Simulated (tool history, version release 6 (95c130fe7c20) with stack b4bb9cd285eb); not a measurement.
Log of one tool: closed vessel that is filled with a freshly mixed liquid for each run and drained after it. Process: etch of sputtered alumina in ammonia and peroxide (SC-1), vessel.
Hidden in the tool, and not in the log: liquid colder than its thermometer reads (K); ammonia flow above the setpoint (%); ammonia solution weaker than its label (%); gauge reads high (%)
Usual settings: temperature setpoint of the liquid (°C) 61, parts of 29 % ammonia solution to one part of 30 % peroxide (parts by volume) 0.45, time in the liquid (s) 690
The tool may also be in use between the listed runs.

run,hour,temperature setpoint of the liquid (°C),parts of 29 % ammonia solution to one part of 30 % peroxide (parts by volume),time in the liquid (s),wafers since the last listed run,hours since the thermometer was replaced,hours since the ammonia flow meter was replaced,hours since the drum of ammonia solution was connected,hours since the gauge calibration,"read-back film thickness of the sputtered alumina reference wafer, read on the same gauge (nm)",thickness taken off the sputtered alumina on a monitor wafer (angstrom)
1,0,61,0.45,690,0,1844.4,939.2,421.5,1969.9,140,521.8
2,48.1,65.5,0.45,580,2215,1892.5,987.3,469.6,2018,140,550.4
3,112.9,61,0.45,690,2984,1957.3,1052.1,534.4,2082.8,140.02,517.9
4,147,61,0.45,690,1570,1991.4,1086.2,568.5,2116.9,140.01,521.2
5,199.5,61,0.45,690,2418,2043.9,1138.7,621,2169.4,139.97,519.7
6,234.9,61,0.45,690,1630,2079.3,1174.1,656.4,2204.8,140.03,519.3
7,288.8,61,0.45,690,2482,2133.2,1228,710.3,2258.7,140.02,519
8,335.4,61,0.45,690,2146,2179.8,1274.6,756.9,2305.3,140.05,518.7
9,384.9,70,0.35,1105,2279,2229.3,1324.1,806.4,2354.8,140.04,1268.2
10,454.4,56.5,0.45,535,3201,2298.8,1393.6,875.9,2424.3,139.97,317.2
11,523,65.5,0.45,580,3159,2367.4,1462.2,944.5,2492.9,140.01,543
12,587.5,53.5,0.55,690,2970,2431.9,1526.7,1009,2557.4,139.97,354.8
# hour 631.6: new drum of ammonia solution connected
13,666.5,61,0.55,690,3592,2510.9,1605.7,34.9,2636.4,139.98,528.9
# hour 667.6: gauge calibrated
# hour 679.8: ammonia flow meter replaced
14,731.8,52,0.4,525,2961,2576.2,52,100.2,64.2,140.02,243.6
15,791.2,55.5,0.45,690,2735,2635.6,111.4,159.6,123.6,140.01,390
16,851.6,61,0.45,690,2782,2696,171.8,220,184,139.94,517.8
# hour 1016.9: thermometer replaced
17,1022.3,61,0.55,690,7816,5.4,342.5,390.7,354.7,139.97,538.2
18,1086,64.5,0.45,800,2934,69.1,406.2,454.4,418.4,140.04,727.5
19,1129.8,61,0.3,525,2017,112.9,450,498.2,462.2,140.01,387.2
20,1190.6,61,0.35,690,2800,173.7,510.8,559,523,140.06,514.6
21,1215.2,61,0.45,290,1133,198.3,535.4,583.6,547.6,140.03,221.2
22,1262.6,61,0.45,690,2183,245.7,582.8,631,595,140,525.8
23,1330.4,53.5,0.35,410,3122,313.5,650.6,698.8,662.8,140.01,206.2
24,1374.5,61,0.45,805,2031,357.6,694.7,742.9,706.9,139.98,613.4
25,1439.8,53,0.6,895,3007,422.9,760,808.2,772.2,139.97,458.9
26,1485.9,66,0.45,690,2123,469,806.1,854.3,818.3,140.05,671.4
27,1538.3,61,0.45,925,2413,521.4,858.5,906.7,870.7,140.01,699.9
28,1609,61,0.65,425,3256,592.1,929.2,977.4,941.4,140.04,332.6
29,1669.6,61,0.45,495,2791,652.7,989.8,1038,1002,140,374

3 ways to go on from here, each from the tool as it stands after run 29. What would each give?
A,1670.4,61,0.45,690,36,653.5,990.6,1038.8,1002.8,?,?
B,1670.4,51.5,0.5,900,36,653.5,990.6,1038.8,1002.8,?,?
C,1670.4,67.5,0.6,405,36,653.5,990.6,1038.8,1002.8,?,?

run,"read-back film thickness of the sputtered alumina reference wafer, read on the same gauge (nm)",thickness taken off the sputtered alumina on a monitor wafer (angstrom)
A,139.99,522
B,139.99,416.7
C,139.99,435.5
Without the tool's hidden state the same runs would have given:
run,thickness taken off the sputtered alumina on a monitor wafer (angstrom)
A,531.5
B,424.6
C,443.3
